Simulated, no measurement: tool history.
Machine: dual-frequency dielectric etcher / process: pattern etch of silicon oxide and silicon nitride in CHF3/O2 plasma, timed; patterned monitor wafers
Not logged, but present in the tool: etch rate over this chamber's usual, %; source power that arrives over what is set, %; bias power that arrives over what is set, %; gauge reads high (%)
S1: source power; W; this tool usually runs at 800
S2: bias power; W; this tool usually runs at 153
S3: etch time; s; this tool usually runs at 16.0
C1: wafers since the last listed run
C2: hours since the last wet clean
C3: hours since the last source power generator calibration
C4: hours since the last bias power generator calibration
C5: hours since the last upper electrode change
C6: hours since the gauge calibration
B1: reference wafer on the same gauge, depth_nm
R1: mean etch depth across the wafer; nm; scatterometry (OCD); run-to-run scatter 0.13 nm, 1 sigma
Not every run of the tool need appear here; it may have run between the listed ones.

run 1 day=0.000 | S1=800 S2=153 S3=16.0 | C1=0 C2=373.6 C3=4189.2 C4=2955.5 C5=4562.4 C6=25.9 | B1=26.89 | R1=24.16
run 2 day=0.567 | S1=800 S2=153 S3=14.5 | C1=115 C2=387.2 C3=4202.8 C4=2969.1 C5=4576.0 C6=39.5 | B1=26.90 | R1=22.00
run 3 day=1.238 | S1=800 S2=153 S3=14.5 | C1=136 C2=403.3 C3=4218.9 C4=2985.2 C5=4592.1 C6=55.6 | B1=26.91 | R1=21.71
run 4 day=1.925 | S1=800 S2=153 S3=14.5 | C1=139 C2=419.8 C3=4235.4 C4=3001.7 C5=4608.6 C6=72.1 | B1=26.88 | R1=21.95
run 5 day=2.525 | S1=800 S2=153 S3=16.0 | C1=122 C2=434.2 C3=4249.8 C4=3016.1 C5=4623.0 C6=86.5 | B1=26.94 | R1=23.98
-- day=3.112 bias power generator calibrated
run 6 day=3.133 | S1=800 S2=153 S3=16.0 | C1=89 C2=448.8 C3=4264.4 C4=0.5 C5=4637.6 C6=101.1 | B1=26.90 | R1=24.08
run 7 day=3.375 | S1=890 S2=153 S3=16.0 | C1=49 C2=454.6 C3=4270.2 C4=6.3 C5=4643.4 C6=106.9 | B1=26.92 | R1=25.02
-- day=3.821 source power generator calibrated
run 8 day=3.842 | S1=890 S2=153 S3=16.0 | C1=61 C2=465.8 C3=0.5 C4=17.5 C5=4654.6 C6=118.1 | B1=26.88 | R1=24.73
-- day=5.100 wet clean of the chamber
-- day=5.667 upper electrode replaced
run 9 day=5.688 | S1=890 S2=153 S3=16.0 | C1=56 C2=14.1 C3=44.8 C4=61.8 C5=0.5 C6=162.4 | B1=26.90 | R1=25.84
run 10 day=5.704 | S1=800 S2=153 S3=13.5 | C1=3 C2=14.5 C3=45.2 C4=62.2 C5=0.9 C6=162.8 | B1=26.90 | R1=21.33
run 11 day=5.717 | S1=800 S2=167 S3=16.0 | C1=2 C2=14.8 C3=45.5 C4=62.5 C5=1.2 C6=163.1 | B1=26.92 | R1=25.84
run 12 day=5.754 | S1=980 S2=183 S3=20.0 | C1=7 C2=15.7 C3=46.4 C4=63.4 C5=2.1 C6=164.0 | B1=26.94 | R1=35.76
run 13 day=6.021 | S1=690 S2=153 S3=16.0 | C1=54 C2=22.1 C3=52.8 C4=69.8 C5=8.5 C6=170.4 | B1=26.89 | R1=23.69
-- day=6.125 gauge calibrated
run 14 day=6.742 | S1=800 S2=117 S3=16.0 | C1=146 C2=39.4 C3=70.1 C4=87.1 C5=25.8 C6=14.8 | B1=26.90 | R1=23.19
run 15 day=7.492 | S1=800 S2=116 S3=16.0 | C1=152 C2=57.4 C3=88.1 C4=105.1 C5=43.8 C6=32.8 | B1=26.91 | R1=23.42
run 16 day=7.858 | S1=640 S2=153 S3=16.0 | C1=74 C2=66.2 C3=96.9 C4=113.9 C5=52.6 C6=41.6 | B1=26.91 | R1=22.95
run 17 day=8.250 | S1=610 S2=153 S3=11.5 | C1=79 C2=75.6 C3=106.3 C4=123.3 C5=62.0 C6=51.0 | B1=26.90 | R1=15.99
run 18 day=8.533 | S1=800 S2=153 S3=16.0 | C1=57 C2=82.4 C3=113.1 C4=130.1 C5=68.8 C6=57.8 | B1=26.88 | R1=24.74
run 19 day=8.862 | S1=670 S2=124 S3=19.0 | C1=66 C2=90.3 C3=121.0 C4=138.0 C5=76.7 C6=65.7 | B1=26.89 | R1=26.31
run 20 day=9.492 | S1=800 S2=153 S3=16.0 | C1=127 C2=105.4 C3=136.1 C4=153.1 C5=91.8 C6=80.8 | B1=26.88 | R1=25.01
run 21 day=9.896 | S1=800 S2=153 S3=14.5 | C1=82 C2=115.1 C3=145.8 C4=162.8 C5=101.5 C6=90.5 | B1=26.91 | R1=22.43

Consider 3 possible next runs. They are alternatives, not a sequence: every one starts from the tool as it was left by run 21. What does each give?
run A day=9.912 | S1=800 S2=153 S3=12.0 | C1=3 C2=115.5 C3=146.2 C4=163.2 C5=101.9 C6=90.9 | B1=? | R1=?
run B day=9.912 | S1=950 S2=153 S3=13.0 | C1=3 C2=115.5 C3=146.2 C4=163.2 C5=101.9 C6=90.9 | B1=? | R1=?
run C day=9.912 | S1=710 S2=125 S3=12.5 | C1=3 C2=115.5 C3=146.2 C4=163.2 C5=101.9 C6=90.9 | B1=? | R1=?

run=A B1=26.91 R1=18.64
run=B B1=26.91 R1=21.62
run=C B1=26.91 R1=17.57
With the hidden condition removed and each run's random variation left untouched, the same runs would have given:
run=A R1=18.75
run=B R1=21.75
run=C R1=17.68
